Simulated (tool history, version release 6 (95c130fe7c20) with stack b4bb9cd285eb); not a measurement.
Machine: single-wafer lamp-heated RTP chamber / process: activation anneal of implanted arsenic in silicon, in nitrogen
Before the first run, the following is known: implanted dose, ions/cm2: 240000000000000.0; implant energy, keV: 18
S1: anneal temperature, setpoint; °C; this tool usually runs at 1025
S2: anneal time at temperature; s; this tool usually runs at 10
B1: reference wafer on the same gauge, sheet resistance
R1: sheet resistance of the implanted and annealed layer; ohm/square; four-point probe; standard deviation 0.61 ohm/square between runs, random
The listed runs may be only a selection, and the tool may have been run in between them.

Run 1, hour 0: usual settings; B1 464.34. Result: R1 408.16 ohm/square.
Run 2, hour 50.4: usual settings; B1 464.17. Result: R1 408.83 ohm/square.
Run 3, hour 150.2: usual settings; B1 464.65. Result: R1 409.17 ohm/square.
Run 4, hour 233.8: usual settings but S2 13 s; B1 464.61. Result: R1 406.54 ohm/square.
Run 5, hour 316.3: usual settings; B1 465.18. Result: R1 409.09 ohm/square.
At hour 344.5: reflector plate cleaned.
Run 6, hour 393.9: usual settings; B1 465.22. Result: R1 409.3 ohm/square.
At hour 415.6: gauge calibrated.
At hour 429.2: pyrometer window cleaned and pyrometer calibrated.
Run 7, hour 490.4: usual settings but S1 1011 °C; B1 461.85. Result: R1 408.73 ohm/square.
Run 8, hour 588.4: usual settings but S1 1011 °C; B1 461.63. Result: R1 406.94 ohm/square.
Run 9, hour 652.1: usual settings but S1 1014 °C; B1 461.89. Result: R1 406.14 ohm/square.
Run 10, hour 743.5: usual settings but S1 1002 °C, S2 15 s; B1 461.79. Result: R1 407.9 ohm/square.
Run 11, hour 835.5: usual settings but S1 1049 °C, S2 14 s; B1 462.06. Result: R1 401.38 ohm/square.
Run 12, hour 884: usual settings but S1 1049 °C, S2 14 s; B1 461.66. Result: R1 401.22 ohm/square.
Run 13, hour 975.2: usual settings; B1 461.64. Result: R1 407.64 ohm/square.
At hour 1055.6: pyrometer window cleaned and pyrometer calibrated.
Run 14, hour 1059.9: usual settings but S1 1045 °C; B1 461.82. Result: R1 403.88 ohm/square.
At hour 1077.3: reflector plate cleaned.
Run 15, hour 1134.5: usual settings but S1 1001 °C, S2 15 s; B1 462.28. Result: R1 408.22 ohm/square.
Run 16, hour 1215.3: usual settings but S1 1002 °C, S2 8 s; B1 462. Result: R1 409.59 ohm/square.
Run 17, hour 1269.5: usual settings but S1 1015 °C; B1 462.21. Result: R1 407.88 ohm/square.
Run 18, hour 1372.2: usual settings; B1 462.15. Result: R1 406.45 ohm/square.
Run 19, hour 1458.9: usual settings but S1 1035 °C, S2 14 s; B1 462.33. Result: R1 403.81 ohm/square.
Run 20, hour 1500.8: usual settings but S1 1036 °C, S2 5 s; B1 462.17. Result: R1 408.18 ohm/square.
Run 21, hour 1567.9: usual settings but S1 1045 °C; B1 462.12. Result: R1 404.97 ohm/square.
Run 22, hour 1617.8: usual settings but S2 12 s; B1 462.29. Result: R1 405.6 ohm/square.
Run 23, hour 1707.7: usual settings; B1 462.57. Result: R1 406.25 ohm/square.
At hour 1760.4: reflector plate cleaned.
Run 24, hour 1787.7: usual settings; B1 462.32. Result: R1 407.83 ohm/square.
At hour 1816.7: pyrometer window cleaned and pyrometer calibrated.
Run 25, hour 1832.5: usual settings but S1 1004 °C; B1 462.66. Result: R1 409.27 ohm/square.
Run 26, hour 1929.2: usual settings but S1 1003 °C, S2 5 s; B1 462.73. Result: R1 413.12 ohm/square.
Run 27, hour 1995.3: usual settings but S2 7 s; B1 463.14. Result: R1 409.59 ohm/square.
Run 28, hour 2102.8: usual settings but S2 16 s; B1 463.08. Result: R1 405.17 ohm/square.
Run 29, hour 2163.3: usual settings; B1 463.53. Result: R1 407.46 ohm/square.
Run 30, hour 2208: usual settings but S1 1009 °C, S2 13 s; B1 463.82. Result: R1 408.11 ohm/square.
Run 31, hour 2298.2: usual settings but S1 1014 °C, S2 13 s; B1 463.44. Result: R1 407.7 ohm/square.
Run 32, hour 2396.8: usual settings but S1 1015 °C, S2 7 s; B1 463.87. Result: R1 410.28 ohm/square.
At hour 2432.9: pyrometer window cleaned and pyrometer calibrated.
Run 33, hour 2459.6: usual settings but S1 1050 °C, S2 7 s; B1 464.24. Result: R1 407.02 ohm/square.
At hour 2475.3: reflector plate cleaned.
Run 34, hour 2539.4: usual settings but S1 1039 °C, S2 13 s; B1 464.19. Result: R1 404.99 ohm/square.
Run 35, hour 2583: usual settings but S2 8 s; B1 464.29. Result: R1 408.19 ohm/square.

Same runs, no hidden state in the tool, same run-to-run variation:
The hidden state here: true wafer temperature minus pyrometer reading, K; wafer temperature error from the tarnished reflector plate, K; gauge reads high (%).
run      R1
  1  406.37
  2  406.92
  3  407.02
  4   404.2
  5  406.52
  6  406.52
  7  409.02
  8  407.22
  9  406.41
 10  408.14
 11  401.58
 12   401.4
 13  407.78
 14  403.97
 15  408.26
 16  409.57
 17  407.82
 18   406.3
 19  403.57
 20  407.91
 21  404.62
 22  405.19
 23  405.73
 24  407.21
 25  408.59
 26   412.3
 27  408.67
 28   404.1
 29  406.28
 30  406.85
 31  406.29
 32  408.66
 33   405.3
 34  403.12
 35  406.22

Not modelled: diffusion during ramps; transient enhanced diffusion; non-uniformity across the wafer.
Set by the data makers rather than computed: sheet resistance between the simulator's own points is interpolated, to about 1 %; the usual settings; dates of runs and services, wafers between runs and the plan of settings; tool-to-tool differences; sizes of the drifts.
